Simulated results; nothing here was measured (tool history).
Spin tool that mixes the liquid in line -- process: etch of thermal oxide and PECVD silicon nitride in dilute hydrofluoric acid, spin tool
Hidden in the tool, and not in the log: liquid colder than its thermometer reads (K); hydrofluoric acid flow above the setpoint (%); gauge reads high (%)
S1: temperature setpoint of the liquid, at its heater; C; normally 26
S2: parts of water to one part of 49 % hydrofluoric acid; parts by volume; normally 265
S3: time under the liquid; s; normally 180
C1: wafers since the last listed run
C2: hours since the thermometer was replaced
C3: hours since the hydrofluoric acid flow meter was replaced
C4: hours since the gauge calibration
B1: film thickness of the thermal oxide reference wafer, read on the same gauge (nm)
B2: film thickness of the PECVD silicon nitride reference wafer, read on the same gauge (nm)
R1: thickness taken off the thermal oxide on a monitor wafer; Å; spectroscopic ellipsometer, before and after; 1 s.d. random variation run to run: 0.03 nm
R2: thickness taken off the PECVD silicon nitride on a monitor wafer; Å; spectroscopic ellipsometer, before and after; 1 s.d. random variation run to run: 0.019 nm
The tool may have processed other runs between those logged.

Run 1, hour 0: usual settings; C1 0; C2 979.2; C3 1479.9; C4 1753; B1 99.987; B2 79.976. Result: R1 28.97 Å, R2 39.32 Å.
Run 2, hour 70.8: usual settings; C1 624; C2 1050; C3 1550.7; C4 1823.8; B1 99.994; B2 80.007. Result: R1 29.04 Å, R2 39.15 Å.
Run 3, hour 388.1: usual settings; C1 2800; C2 1367.3; C3 1868; C4 2141.1; B1 100.011; B2 80.042. Result: R1 28.75 Å, R2 38.27 Å.
Run 4, hour 453.9: usual settings; C1 580; C2 1433.1; C3 1933.8; C4 2206.9; B1 99.995; B2 79.994. Result: R1 29.2 Å, R2 38.16 Å.
Run 5, hour 496.6: usual settings; C1 376; C2 1475.8; C3 1976.5; C4 2249.6; B1 99.991; B2 79.983. Result: R1 29.12 Å, R2 38 Å.
Run 6, hour 567.6: usual settings; C1 626; C2 1546.8; C3 2047.5; C4 2320.6; B1 99.988; B2 80.027. Result: R1 28.53 Å, R2 38.02 Å.
Run 7, hour 629.6: usual settings; C1 547; C2 1608.8; C3 2109.5; C4 2382.6; B1 100.023; B2 79.984. Result: R1 29.24 Å, R2 37.82 Å.
Run 8, hour 700.8: usual settings; C1 628; C2 1680; C3 2180.7; C4 2453.8; B1 99.983; B2 80.033. Result: R1 28.58 Å, R2 37.79 Å.
At hour 716.2: hydrofluoric acid flow meter replaced.
Run 9, hour 799: usual settings but S1 24.5 C, S2 375 parts by volume; C1 857; C2 1778.2; C3 82.8; C4 2552; B1 100; B2 79.969. Result: R1 16.38 Å, R2 23.06 Å.
Run 10, hour 900.9: usual settings but S1 22 C, S2 185 parts by volume; C1 899; C2 1880.1; C3 184.7; C4 2653.9; B1 100.037; B2 80.004. Result: R1 35.65 Å, R2 38.6 Å.
At hour 922.8: thermometer replaced.
Run 11, hour 994.3: usual settings but S1 31 C, S2 220 parts by volume, S3 275 s; C1 815; C2 71.5; C3 278.1; C4 2747.3; B1 99.99; B2 80.027. Result: R1 67.57 Å, R2 103.92 Å.
Run 12, hour 1205.4: usual settings; C1 1863; C2 282.6; C3 489.2; C4 2958.4; B1 99.955; B2 79.984. Result: R1 29.4 Å, R2 41.3 Å.
Run 13, hour 1287.9: usual settings but S2 230 parts by volume, S3 270 s; C1 728; C2 365.1; C3 571.7; C4 3040.9; B1 99.999; B2 80.004. Result: R1 52.57 Å, R2 70.92 Å.
Run 14, hour 1351.1: usual settings but S2 175 parts by volume; C1 557; C2 428.3; C3 634.9; C4 3104.1; B1 100; B2 79.984. Result: R1 49.79 Å, R2 61.77 Å.
Run 15, hour 1453.9: usual settings; C1 907; C2 531.1; C3 737.7; C4 3206.9; B1 100.004; B2 80.01. Result: R1 29.23 Å, R2 40.89 Å.
At hour 1590.9: gauge calibrated.
Run 16, hour 1696.9: usual settings but S1 28.5 C, S2 195 parts by volume, S3 115 s; C1 2144; C2 774.1; C3 980.7; C4 106; B1 99.997; B2 79.982. Result: R1 29.92 Å, R2 40.31 Å.
Run 17, hour 1784.5: usual settings but S1 21.5 C; C1 773; C2 861.7; C3 1068.3; C4 193.6; B1 99.995; B2 80.011. Result: R1 24.43 Å, R2 29.72 Å.
Run 18, hour 1852: usual settings but S1 29.5 C, S3 230 s; C1 595; C2 929.2; C3 1135.8; C4 261.1; B1 99.99; B2 80.022. Result: R1 42.13 Å, R2 61.85 Å.
Run 19, hour 1896.3: usual settings; C1 390; C2 973.5; C3 1180.1; C4 305.4; B1 100.014; B2 79.997. Result: R1 29.28 Å, R2 39.14 Å.
Run 20, hour 1938.1: usual settings but S1 23.5 C, S2 170 parts by volume, S3 220 s; C1 368; C2 1015.3; C3 1221.9; C4 347.2; B1 100.021; B2 80.014. Result: R1 54.84 Å, R2 63.15 Å.
Run 21, hour 1979.7: usual settings but S1 23 C, S2 325 parts by volume, S3 220 s; C1 367; C2 1056.9; C3 1263.5; C4 388.8; B1 100.031; B2 79.984. Result: R1 24.43 Å, R2 32.36 Å.
Run 22, hour 2079.9: usual settings but S1 29.5 C, S3 125 s; C1 884; C2 1157.1; C3 1363.7; C4 489; B1 100.025; B2 80.017. Result: R1 22.75 Å, R2 33.26 Å.
Run 23, hour 2162.7: usual settings but S1 29 C; C1 730; C2 1239.9; C3 1446.5; C4 571.8; B1 100.028; B2 79.978. Result: R1 32.43 Å, R2 46.16 Å.
Run 24, hour 2229.1: usual settings; C1 586; C2 1306.3; C3 1512.9; C4 638.2; B1 99.987; B2 79.981. Result: R1 29.31 Å, R2 38.31 Å.
Run 25, hour 2312.4: usual settings but S2 170 parts by volume, S3 140 s; C1 735; C2 1389.6; C3 1596.2; C4 721.5; B1 100.015; B2 79.97. Result: R1 38.86 Å, R2 46.24 Å.
Run 26, hour 2381.2: usual settings but S1 29 C, S3 95 s; C1 607; C2 1458.4; C3 1665; C4 790.3; B1 100.007; B2 79.971. Result: R1 16.92 Å, R2 24.22 Å.

What would each run have given without the hidden state, its run-to-run variation left as it was?
run     R1      R2
  1   29.2   41.82
  2  29.33   41.86
  3  29.26   41.83
  4  29.76   41.89
  5  29.72   41.86
  6  29.16   42.08
  7  29.94   42.06
  8  29.31   42.22
  9  17.85   27.16
 10  39.58   46.57
 11  67.16  104.35
 12  29.36   42.11
 13  52.65   72.74
 14  50.05   63.73
 15  29.36   42.39
 16  30.29   42.51
 17  24.82   31.68
 18  42.57   65.67
 19  29.71   41.85
 20  56.18   68.17
 21  24.82   34.85
 22   23.1   35.84
 23  33.01   50.06
 24  29.98   41.93
 25  40.17   51.16
 26  17.31   26.67
